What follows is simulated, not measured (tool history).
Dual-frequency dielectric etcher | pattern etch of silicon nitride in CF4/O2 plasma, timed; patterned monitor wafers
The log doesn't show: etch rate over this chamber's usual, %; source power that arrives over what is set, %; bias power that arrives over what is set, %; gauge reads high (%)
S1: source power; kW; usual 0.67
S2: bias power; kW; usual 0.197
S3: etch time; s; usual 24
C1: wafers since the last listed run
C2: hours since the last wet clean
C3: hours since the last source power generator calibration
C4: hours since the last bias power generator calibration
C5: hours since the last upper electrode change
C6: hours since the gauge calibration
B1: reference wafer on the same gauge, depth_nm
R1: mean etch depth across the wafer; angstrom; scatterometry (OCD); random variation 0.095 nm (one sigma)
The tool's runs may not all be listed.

run 1 hour=0 | S1=0.56 S2=0.197 S3=24 | C1=0 C2=419.8 C3=3999.7 C4=2172.4 C5=5613.7 C6=240.8 | B1=53.9 | R1=529
run 2 hour=17.1 | S1=0.67 S2=0.197 S3=24 | C1=270 C2=436.9 C3=4016.8 C4=2189.5 C5=5630.8 C6=257.9 | B1=53.9 | R1=619
run 3 hour=33.2 | S1=0.72 S2=0.197 S3=22 | C1=254 C2=453 C3=4032.9 C4=2205.6 C5=5646.9 C6=274 | B1=53.9 | R1=605
run 4 hour=42 | S1=0.79 S2=0.197 S3=24 | C1=139 C2=461.8 C3=4041.7 C4=2214.4 C5=5655.7 C6=282.8 | B1=53.9 | R1=715
-- hour=46.9 bias power generator calibrated
run 5 hour=54.1 | S1=0.79 S2=0.197 S3=24 | C1=128 C2=473.9 C3=4053.8 C4=7.2 C5=5667.8 C6=294.9 | B1=53.9 | R1=717
run 6 hour=77.2 | S1=0.67 S2=0.197 S3=24 | C1=365 C2=497 C3=4076.9 C4=30.3 C5=5690.9 C6=318 | B1=53.9 | R1=618
run 7 hour=90.2 | S1=0.67 S2=0.197 S3=24 | C1=205 C2=510 C3=4089.9 C4=43.3 C5=5703.9 C6=331 | B1=53.9 | R1=619
run 8 hour=96.7 | S1=0.67 S2=0.197 S3=24 | C1=102 C2=516.5 C3=4096.4 C4=49.8 C5=5710.4 C6=337.5 | B1=53.9 | R1=621
run 9 hour=104.1 | S1=0.67 S2=0.197 S3=24 | C1=116 C2=523.9 C3=4103.8 C4=57.2 C5=5717.8 C6=344.9 | B1=53.9 | R1=620
run 10 hour=115.2 | S1=0.67 S2=0.197 S3=24 | C1=175 C2=535 C3=4114.9 C4=68.3 C5=5728.9 C6=356 | B1=53.9 | R1=621
run 11 hour=132.9 | S1=0.67 S2=0.197 S3=24 | C1=279 C2=552.7 C3=4132.6 C4=86 C5=5746.6 C6=373.7 | B1=53.9 | R1=621
run 12 hour=149.8 | S1=0.56 S2=0.197 S3=24 | C1=267 C2=569.6 C3=4149.5 C4=102.9 C5=5763.5 C6=390.6 | B1=53.9 | R1=531
-- hour=156.9 source power generator calibrated
run 13 hour=164.9 | S1=0.67 S2=0.197 S3=24 | C1=175 C2=584.7 C3=8 C4=118 C5=5778.6 C6=405.7 | B1=53.9 | R1=651
run 14 hour=180.2 | S1=0.61 S2=0.197 S3=22 | C1=241 C2=600 C3=23.3 C4=133.3 C5=5793.9 C6=421 | B1=53.9 | R1=552
-- hour=220.3 wet clean of the chamber
-- hour=230 upper electrode replaced
run 15 hour=230.5 | S1=0.83 S2=0.161 S3=19.5 | C1=262 C2=10.2 C3=73.6 C4=183.6 C5=0.5 C6=471.3 | B1=53.9 | R1=596
run 16 hour=230.8 | S1=0.67 S2=0.197 S3=24 | C1=4 C2=10.5 C3=73.9 C4=183.9 C5=0.8 C6=471.6 | B1=53.9 | R1=641
run 17 hour=231.2 | S1=0.77 S2=0.182 S3=17.5 | C1=6 C2=10.9 C3=74.3 C4=184.3 C5=1.2 C6=472 | B1=53.9 | R1=518
run 18 hour=231.5 | S1=0.56 S2=0.211 S3=21.5 | C1=4 C2=11.2 C3=74.6 C4=184.6 C5=1.5 C6=472.3 | B1=53.9 | R1=499
run 19 hour=235.6 | S1=0.67 S2=0.197 S3=24 | C1=64 C2=15.3 C3=78.7 C4=188.7 C5=5.6 C6=476.4 | B1=53.9 | R1=639
-- hour=236.7 gauge calibrated
run 20 hour=250.4 | S1=0.67 S2=0.197 S3=26 | C1=233 C2=30.1 C3=93.5 C4=203.5 C5=20.4 C6=13.7 | B1=53.9 | R1=693
run 21 hour=276.4 | S1=0.82 S2=0.172 S3=27.5 | C1=410 C2=56.1 C3=119.5 C4=229.5 C5=46.4 C6=39.7 | B1=53.9 | R1=845
run 22 hour=285.1 | S1=0.67 S2=0.243 S3=29.5 | C1=137 C2=64.8 C3=128.2 C4=238.2 C5=55.1 C6=48.4 | B1=53.9 | R1=833
run 23 hour=299.4 | S1=0.74 S2=0.197 S3=19.5 | C1=226 C2=79.1 C3=142.5 C4=252.5 C5=69.4 C6=62.7 | B1=53.9 | R1=566
run 24 hour=314.9 | S1=0.67 S2=0.183 S3=28 | C1=244 C2=94.6 C3=158 C4=268 C5=84.9 C6=78.2 | B1=53.9 | R1=734
run 25 hour=329.1 | S1=0.79 S2=0.173 S3=24 | C1=224 C2=108.8 C3=172.2 C4=282.2 C5=99.1 C6=92.4 | B1=53.9 | R1=716
run 26 hour=379.1 | S1=0.54 S2=0.169 S3=21 | C1=790 C2=158.8 C3=222.2 C4=332.2 C5=149.1 C6=142.4 | B1=53.9 | R1=447
run 27 hour=385.5 | S1=0.59 S2=0.197 S3=24 | C1=101 C2=165.2 C3=228.6 C4=338.6 C5=155.5 C6=148.8 | B1=53.9 | R1=573
run 28 hour=398.5 | S1=0.67 S2=0.197 S3=24 | C1=205 C2=178.2 C3=241.6 C4=351.6 C5=168.5 C6=161.8 | B1=53.9 | R1=640
run 29 hour=407 | S1=0.82 S2=0.151 S3=22 | C1=134 C2=186.7 C3=250.1 C4=360.1 C5=177 C6=170.3 | B1=53.9 | R1=658
run 30 hour=418.1 | S1=0.67 S2=0.197 S3=24 | C1=175 C2=197.8 C3=261.2 C4=371.2 C5=188.1 C6=181.4 | B1=53.9 | R1=640
run 31 hour=429 | S1=0.67 S2=0.197 S3=24 | C1=172 C2=208.7 C3=272.1 C4=382.1 C5=199 C6=192.3 | B1=53.9 | R1=641

3 ways to go on from here, each from the tool as it stands after run 31. What would each give?
run A hour=429.4 | S1=0.76 S2=0.197 S3=24 | C1=6 C2=209.1 C3=272.5 C4=382.5 C5=199.4 C6=192.7 | B1=? | R1=?
run B hour=429.4 | S1=0.84 S2=0.197 S3=24 | C1=6 C2=209.1 C3=272.5 C4=382.5 C5=199.4 C6=192.7 | B1=? | R1=?
run C hour=429.4 | S1=0.67 S2=0.151 S3=18.5 | C1=6 C2=209.1 C3=272.5 C4=382.5 C5=199.4 C6=192.7 | B1=? | R1=?

run=A B1=53.9 R1=715
run=B B1=53.9 R1=780
run=C B1=53.9 R1=464
Without the tool's hidden state the same runs would have given:
run=A R1=709
run=B R1=774
run=C R1=461
